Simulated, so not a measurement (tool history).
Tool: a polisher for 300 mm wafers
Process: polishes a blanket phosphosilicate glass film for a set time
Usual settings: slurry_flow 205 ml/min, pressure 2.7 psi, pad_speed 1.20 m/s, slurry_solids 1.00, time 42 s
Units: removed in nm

| run | hour | slurry_flow | pressure | pad_speed | slurry_solids | time | incoming thickness of the incoming film, nm | removed |
|---|---|---|---|---|---|---|---|---|
| 1 | 0.0 | 205 | 2.7 | 1.20 | 1.00 | 42 | 1800.0 | 369.7 |
| 2 | 8.8 | 205 | 2.9 | 1.40 | 1.00 | 42 | 1822.1 | 428.1 |
|  | 13.2 | worn pad replaced by a new one |
|  | 20.3 | head pressure recalibrated |
| 3 | 24.7 | 205 | 2.2 | 1.20 | 1.00 | 42 | 1800.3 | 300.5 |
| 4 | 42.4 | 205 | 2.2 | 1.20 | 1.00 | 42 | 1822.3 | 304.2 |
| 5 | 54.9 | 205 | 2.7 | 1.20 | 1.00 | 37 | 1821.6 | 316.7 |
| 6 | 61.6 | 205 | 2.7 | 1.20 | 1.00 | 37 | 1792.1 | 313.2 |
| 7 | 76.1 | 205 | 2.5 | 1.20 | 1.00 | 49 | 1818.3 | 397.0 |
| 8 | 90.4 | 205 | 2.7 | 1.20 | 1.00 | 38 | 1804.8 | 323.0 |
| 9 | 104.1 | 205 | 2.7 | 1.20 | 0.85 | 42 | 1843.3 | 339.7 |
|  | 109.6 | conditioning disc replaced and pad reconditioned |
| 10 | 111.3 | 205 | 2.1 | 1.58 | 1.00 | 42 | 1813.7 | 351.1 |
| 11 | 127.5 | 205 | 1.9 | 1.20 | 0.75 | 42 | 1833.8 | 243.8 |
| 12 | 134.0 | 205 | 2.7 | 1.20 | 1.00 | 42 | 1798.0 | 344.8 |
| 13 | 149.0 | 270 | 2.7 | 1.60 | 1.00 | 50 | 1784.3 | 515.9 |
| 14 | 160.4 | 265 | 2.2 | 1.20 | 1.00 | 42 | 1813.8 | 305.1 |
|  | 167.9 | worn pad replaced by a new one |
| 15 | 168.4 | 250 | 2.7 | 1.48 | 1.20 | 42 | 1807.5 | 424.8 |
| 16 | 179.2 | 205 | 2.7 | 1.20 | 1.00 | 33 | 1819.5 | 262.8 |
|  | 183.0 | slurry nozzle cleaned |
|  | 191.0 | slurry blender recalibrated |
| 17 | 191.5 | 205 | 2.7 | 0.82 | 1.00 | 53 | 1796.8 | 381.0 |
| 18 | 204.1 | 235 | 2.1 | 1.20 | 1.00 | 31 | 1820.3 | 236.5 |
| 19 | 215.8 | 205 | 1.9 | 1.20 | 0.75 | 42 | 1805.8 | 271.8 |
| 20 | 223.4 | 180 | 2.7 | 1.20 | 1.00 | 42 | 1802.8 | 379.0 |
| 21 | 231.3 | 235 | 3.2 | 1.04 | 0.75 | 42 | 1822.5 | 382.7 |
| 22 | 244.2 | 205 | 3.1 | 1.20 | 1.00 | 42 | 1808.8 | 432.6 |
| 23 | 257.5 | 265 | 2.7 | 1.40 | 1.00 | 42 | 1824.0 | 440.1 |
| 24 | 273.1 | 205 | 2.7 | 1.20 | 1.00 | 42 | 1788.0 | 377.7 |
| 25 | 284.3 | 205 | 2.7 | 1.56 | 1.00 | 42 | 1791.9 | 452.7 |
| 26 | 294.3 | 205 | 1.9 | 0.78 | 0.80 | 49 | 1802.9 | 232.8 |
| 27 | 304.7 | 205 | 2.7 | 1.20 | 1.25 | 42 | 1791.9 | 408.7 |

3 ways to go on from here, each from the tool as it stands after run 27. What would each give?
| A | 305.1 | 205 | 2.7 | 1.50 | 1.00 | 42 | 1790.5 | ? |
| B | 305.1 | 205 | 2.7 | 1.20 | 1.00 | 30 | 1790.5 | ? |
| C | 305.1 | 245 | 3.4 | 1.20 | 0.85 | 42 | 1790.5 | ? |

| run | removed |
|---|---|
| A | 447.7 |
| B | 274.9 |
| C | 461.2 |
Without the tool's hidden state the same runs would have given:
| run | removed |
|---|---|
| A | 451.9 |
| B | 277.5 |
| C | 465.7 |
